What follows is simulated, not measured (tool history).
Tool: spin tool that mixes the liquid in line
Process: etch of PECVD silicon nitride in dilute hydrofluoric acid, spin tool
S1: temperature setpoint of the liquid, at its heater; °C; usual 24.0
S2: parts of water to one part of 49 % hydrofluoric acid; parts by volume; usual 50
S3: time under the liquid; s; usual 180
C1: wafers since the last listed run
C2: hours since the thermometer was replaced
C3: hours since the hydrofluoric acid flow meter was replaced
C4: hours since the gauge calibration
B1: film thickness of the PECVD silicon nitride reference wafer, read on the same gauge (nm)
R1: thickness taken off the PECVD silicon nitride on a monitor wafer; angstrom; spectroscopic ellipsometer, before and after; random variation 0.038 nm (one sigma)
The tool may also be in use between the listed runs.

run	hour	S1	S2	S3	C1	C2	C3	C4	B1	R1
1	0.0	24.0	50	180	0	1793.5	1818.0	301.6	50.00	42.0
2	24.5	24.0	50	180	219	1818.0	1842.5	326.1	49.98	41.3
3	53.5	24.0	50	180	259	1847.0	1871.5	355.1	49.98	41.5
4	77.0	27.0	50	180	210	1870.5	1895.0	378.6	50.00	50.6
5	100.7	24.0	50	180	212	1894.2	1918.7	402.3	49.99	41.3
6	116.0	24.0	50	180	136	1909.5	1934.0	417.6	50.00	40.7
7	148.6	24.0	50	180	291	1942.1	1966.6	450.2	49.99	40.5
8	167.4	24.0	50	180	168	1960.9	1985.4	469.0	50.01	40.7
9	190.7	24.0	50	180	208	1984.2	2008.7	492.3	50.01	40.4
10	215.1	24.0	50	140	218	2008.6	2033.1	516.7	50.01	31.9
# hour 224.6: thermometer replaced
11	229.9	24.0	50	140	123	5.3	2047.9	531.5	50.00	38.6
# hour 233.6: hydrofluoric acid flow meter replaced
12	252.9	24.0	50	140	196	28.3	19.3	554.5	50.00	43.3
# hour 264.1: gauge calibrated
13	286.9	24.0	50	180	304	62.3	53.3	22.8	50.03	56.4
14	315.3	21.5	50	180	254	90.7	81.7	51.2	49.99	46.7
15	348.1	29.0	30	180	293	123.5	114.5	84.0	49.97	127.3
16	378.2	24.0	50	180	269	153.6	144.6	114.1	50.01	55.0
17	392.7	25.5	50	180	129	168.1	159.1	128.6	50.01	60.5
18	412.3	21.0	35	110	175	187.7	178.7	148.2	49.99	39.0
19	426.4	21.0	45	130	126	201.8	192.8	162.3	50.03	35.9
20	443.0	20.0	50	180	148	218.4	209.4	178.9	49.99	41.9
21	474.2	24.0	40	250	279	249.6	240.6	210.1	50.02	93.0
22	488.5	28.0	40	140	128	263.9	254.9	224.4	50.02	68.3
23	517.0	24.0	75	180	255	292.4	283.4	252.9	50.00	36.8
24	534.8	24.0	50	180	159	310.2	301.2	270.7	49.99	53.9
25	560.4	24.0	50	180	229	335.8	326.8	296.3	50.00	53.5
26	579.7	24.0	35	95	172	355.1	346.1	315.6	50.01	40.0

4 ways to go on from here, each from the tool as it stands after run 26. What would each give?
A	580.2	24.0	50	235	4	355.6	346.6	316.1	?	?
B	580.2	27.0	75	180	4	355.6	346.6	316.1	?	?
C	580.2	29.0	75	270	4	355.6	346.6	316.1	?	?
D	580.2	24.0	50	100	4	355.6	346.6	316.1	?	?

run	B1	R1
A	49.99	70.0
B	49.99	43.9
C	49.99	75.0
D	49.99	29.8
Without the tool's hidden state the same runs would have given:
run	R1
A	74.6
B	46.8
C	79.8
D	31.7
